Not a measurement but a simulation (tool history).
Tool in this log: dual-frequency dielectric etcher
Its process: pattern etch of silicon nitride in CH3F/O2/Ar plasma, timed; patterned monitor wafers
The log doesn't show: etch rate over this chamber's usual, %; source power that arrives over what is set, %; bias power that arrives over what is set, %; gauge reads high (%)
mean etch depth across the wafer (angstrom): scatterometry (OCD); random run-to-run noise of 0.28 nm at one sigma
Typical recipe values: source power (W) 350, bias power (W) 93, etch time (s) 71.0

run	hour	source power (W)	bias power (W)	etch time (s)	wafers since the last listed run	hours since the last wet clean	hours since the last source power generator calibration	hours since the last bias power generator calibration	hours since the last upper electrode change	hours since the gauge calibration	read-back reference wafer on the same gauge, depth_nm	mean etch depth across the wafer (angstrom)
1	0.0	350	93	71.0	0	187.1	3295.5	2298.2	4005.6	1288.4	52.2	511
2	46.5	350	93	71.0	545	233.6	3342.0	2344.7	4052.1	1334.9	52.3	516
3	117.1	350	111	71.0	828	304.2	3412.6	2415.3	4122.7	1405.5	52.1	534
4	160.6	350	93	71.0	510	347.7	3456.1	2458.8	4166.2	1449.0	52.2	508
5	222.0	350	93	71.0	720	409.1	3517.5	2520.2	4227.6	1510.4	52.3	506
6	262.0	350	93	71.0	469	449.1	3557.5	2560.2	4267.6	1550.4	52.2	509
7	308.8	350	93	71.0	549	495.9	3604.3	2607.0	4314.4	1597.2	52.3	511
8	337.8	350	93	71.0	340	524.9	3633.3	2636.0	4343.4	1626.2	52.2	512
# hour 399.1: wet clean of the chamber
9	399.6	350	93	71.0	443	0.5	3695.1	2697.8	4405.2	1688.0	52.3	510
10	427.4	410	102	71.0	326	28.3	3722.9	2725.6	4433.0	1715.8	52.3	556
11	478.4	410	102	71.0	598	79.3	3773.9	2776.6	4484.0	1766.8	52.2	551
# hour 497.3: gauge calibrated
# hour 509.7: bias power generator calibrated
12	512.9	410	102	71.0	358	113.8	3808.4	3.2	4518.5	15.6	52.2	559
13	553.8	400	75	71.0	480	154.7	3849.3	44.1	4559.4	56.5	52.1	519
14	622.3	350	93	71.0	804	223.2	3917.8	112.6	4627.9	125.0	52.1	509
15	661.7	320	85	71.0	462	262.6	3957.2	152.0	4667.3	164.4	52.2	480

Predict the results of run 16:
16	721.2	270	93	53.5	698	322.1	4016.7	211.5	4726.8	223.9	?	?

read-back reference wafer on the same gauge, depth_nm: 52.2
mean etch depth across the wafer (angstrom): 339
With no hidden state in the tool, this same run would have given mean etch depth across the wafer (angstrom) 339.
